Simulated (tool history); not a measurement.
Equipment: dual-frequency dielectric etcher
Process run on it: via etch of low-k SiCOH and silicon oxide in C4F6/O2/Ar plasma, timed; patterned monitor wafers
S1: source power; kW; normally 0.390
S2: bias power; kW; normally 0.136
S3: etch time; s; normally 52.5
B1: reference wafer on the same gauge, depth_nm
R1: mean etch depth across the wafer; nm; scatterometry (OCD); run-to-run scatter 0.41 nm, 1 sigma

run 1 hour=0.0 | S1=0.390 S2=0.136 S3=52.5 | B1=107.0 | R1=106.3
run 2 hour=47.5 | S1=0.390 S2=0.136 S3=52.5 | B1=107.3 | R1=106.1
run 3 hour=90.6 | S1=0.390 S2=0.136 S3=52.5 | B1=107.0 | R1=106.7
run 4 hour=120.6 | S1=0.390 S2=0.136 S3=52.5 | B1=107.1 | R1=107.2
run 5 hour=174.2 | S1=0.390 S2=0.128 S3=57.0 | B1=107.1 | R1=113.8
run 6 hour=214.2 | S1=0.390 S2=0.128 S3=57.0 | B1=106.8 | R1=114.2
run 7 hour=239.6 | S1=0.390 S2=0.128 S3=57.0 | B1=107.0 | R1=115.3
run 8 hour=315.9 | S1=0.470 S2=0.115 S3=62.5 | B1=106.8 | R1=127.4
run 9 hour=341.8 | S1=0.310 S2=0.150 S3=67.0 | B1=107.1 | R1=135.8
-- hour=372.7 bias power generator calibrated
-- hour=398.1 wet clean of the chamber
run 10 hour=411.8 | S1=0.390 S2=0.136 S3=52.5 | B1=106.9 | R1=106.3
-- hour=444.3 upper electrode replaced
run 11 hour=444.8 | S1=0.390 S2=0.136 S3=52.5 | B1=107.0 | R1=106.9
-- hour=445.7 gauge calibrated
-- hour=456.3 source power generator calibrated
run 12 hour=499.2 | S1=0.300 S2=0.105 S3=52.5 | B1=107.0 | R1=89.8

Run 13 comes next. What will it give?
run 13 hour=571.0 | S1=0.350 S2=0.111 S3=64.0 | B1=? | R1=?

Run 13 gave B1 107.1, R1 117.1 nm.
The same run, on a tool lacking any hidden state, would have yielded R1 115.4 nm.
